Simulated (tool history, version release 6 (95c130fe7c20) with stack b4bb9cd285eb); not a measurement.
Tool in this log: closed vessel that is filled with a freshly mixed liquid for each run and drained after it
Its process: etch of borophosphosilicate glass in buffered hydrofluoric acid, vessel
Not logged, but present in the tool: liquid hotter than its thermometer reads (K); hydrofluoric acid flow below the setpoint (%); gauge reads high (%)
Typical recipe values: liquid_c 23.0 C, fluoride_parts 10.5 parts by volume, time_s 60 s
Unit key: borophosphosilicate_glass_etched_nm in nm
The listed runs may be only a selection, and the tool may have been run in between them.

| run | hour | liquid_c | fluoride_parts | time_s | wafers since the last listed run | hours since the thermometer was replaced | hours since the hydrofluoric acid flow meter was replaced | hours since the gauge calibration | read-back film thickness of the borophosphosilicate glass reference wafer, read on the same gauge (nm) | borophosphosilicate_glass_etched_nm |
|---|---|---|---|---|---|---|---|---|---|---|
| 1 | 0.0 | 23.0 | 10.5 | 60 | 0 | 2184.4 | 1293.7 | 483.4 | 40.01 | 75.05 |
|  | 27.9 | gauge calibrated |
| 2 | 35.9 | 23.0 | 10.5 | 60 | 2400 | 2220.3 | 1329.6 | 8.0 | 39.99 | 74.89 |
| 3 | 63.1 | 23.0 | 10.5 | 60 | 1818 | 2247.5 | 1356.8 | 35.2 | 39.97 | 75.69 |
| 4 | 91.1 | 23.0 | 10.5 | 45 | 1871 | 2275.5 | 1384.8 | 63.2 | 40.00 | 55.80 |
| 5 | 122.0 | 23.0 | 10.5 | 45 | 2065 | 2306.4 | 1415.7 | 94.1 | 40.02 | 56.63 |
| 6 | 151.9 | 23.0 | 10.5 | 45 | 1998 | 2336.3 | 1445.6 | 124.0 | 40.02 | 56.59 |
| 7 | 173.6 | 26.5 | 10.5 | 60 | 1450 | 2358.0 | 1467.3 | 145.7 | 40.00 | 90.16 |
| 8 | 185.7 | 23.0 | 12.0 | 60 | 808 | 2370.1 | 1479.4 | 157.8 | 39.99 | 65.96 |
| 9 | 260.5 | 23.0 | 10.5 | 60 | 5000 | 2444.9 | 1554.2 | 232.6 | 40.00 | 75.53 |
| 10 | 282.1 | 23.0 | 10.5 | 60 | 1444 | 2466.5 | 1575.8 | 254.2 | 40.02 | 75.77 |
| 11 | 301.6 | 23.0 | 10.5 | 60 | 1303 | 2486.0 | 1595.3 | 273.7 | 39.99 | 75.53 |
| 12 | 333.9 | 23.0 | 10.5 | 60 | 2159 | 2518.3 | 1627.6 | 306.0 | 40.01 | 75.33 |
| 13 | 380.1 | 23.0 | 10.5 | 60 | 3088 | 2564.5 | 1673.8 | 352.2 | 39.96 | 75.57 |
| 14 | 407.2 | 25.0 | 10.5 | 60 | 1811 | 2591.6 | 1700.9 | 379.3 | 39.99 | 84.99 |
| 15 | 427.7 | 23.0 | 10.5 | 60 | 1370 | 2612.1 | 1721.4 | 399.8 | 40.02 | 75.35 |
| 16 | 447.5 | 25.5 | 10.5 | 60 | 1323 | 2631.9 | 1741.2 | 419.6 | 40.00 | 85.45 |
|  | 461.7 | thermometer replaced |
| 17 | 470.6 | 19.0 | 8.0 | 90 | 1477 | 8.9 | 1764.3 | 442.7 | 39.98 | 103.76 |
| 18 | 492.5 | 23.0 | 10.5 | 60 | 1464 | 30.8 | 1786.2 | 464.6 | 39.99 | 67.18 |
| 19 | 521.0 | 23.0 | 10.5 | 45 | 1905 | 59.3 | 1814.7 | 493.1 | 39.99 | 51.42 |
|  | 527.9 | hydrofluoric acid flow meter replaced |
| 20 | 545.3 | 19.5 | 13.0 | 30 | 1557 | 83.6 | 17.4 | 517.4 | 40.04 | 24.23 |
| 21 | 576.4 | 27.5 | 7.0 | 70 | 2079 | 114.7 | 48.5 | 548.5 | 39.99 | 162.26 |
|  | 587.1 | gauge calibrated |
| 22 | 609.9 | 26.0 | 10.5 | 90 | 2239 | 148.2 | 82.0 | 22.8 | 40.01 | 130.71 |
| 23 | 639.4 | 21.0 | 13.0 | 40 | 1972 | 177.7 | 111.5 | 52.3 | 39.99 | 35.33 |
| 24 | 662.3 | 18.5 | 10.5 | 75 | 1530 | 200.6 | 134.4 | 75.2 | 40.00 | 71.42 |
| 25 | 679.0 | 23.0 | 9.5 | 75 | 1116 | 217.3 | 151.1 | 91.9 | 39.98 | 100.18 |
| 26 | 709.4 | 25.5 | 10.5 | 30 | 2032 | 247.7 | 181.5 | 122.3 | 40.02 | 41.74 |
| 27 | 729.3 | 23.0 | 13.5 | 60 | 1330 | 267.6 | 201.4 | 142.2 | 40.01 | 57.60 |
| 28 | 746.1 | 19.0 | 12.5 | 85 | 1123 | 284.4 | 218.2 | 159.0 | 40.00 | 70.91 |
| 29 | 763.5 | 20.5 | 9.0 | 90 | 1163 | 301.8 | 235.6 | 176.4 | 39.97 | 109.22 |
| 30 | 797.6 | 26.5 | 10.5 | 35 | 2279 | 335.9 | 269.7 | 210.5 | 39.98 | 52.07 |
| 31 | 816.2 | 26.5 | 10.5 | 60 | 1243 | 354.5 | 288.3 | 229.1 | 40.01 | 89.90 |

Here are 4 independent what-if runs from the current tool condition. What would each one return?
| A | 816.9 | 26.0 | 10.5 | 60 | 46 | 355.2 | 289.0 | 229.8 | ? | ? |
| B | 816.9 | 19.0 | 9.0 | 40 | 46 | 355.2 | 289.0 | 229.8 | ? | ? |
| C | 816.9 | 24.5 | 10.5 | 60 | 46 | 355.2 | 289.0 | 229.8 | ? | ? |
| D | 816.9 | 19.5 | 9.0 | 70 | 46 | 355.2 | 289.0 | 229.8 | ? | ? |

| run | read-back film thickness of the borophosphosilicate glass reference wafer, read on the same gauge (nm) | borophosphosilicate_glass_etched_nm |
|---|---|---|
| A | 39.99 | 85.60 |
| B | 39.99 | 44.00 |
| C | 39.99 | 79.02 |
| D | 39.99 | 79.15 |
Take away the tool's hidden state, keep each run's random variation, and the runs would have read:
| run | borophosphosilicate_glass_etched_nm |
|---|---|
| A | 83.57 |
| B | 42.71 |
| C | 77.12 |
| D | 76.85 |
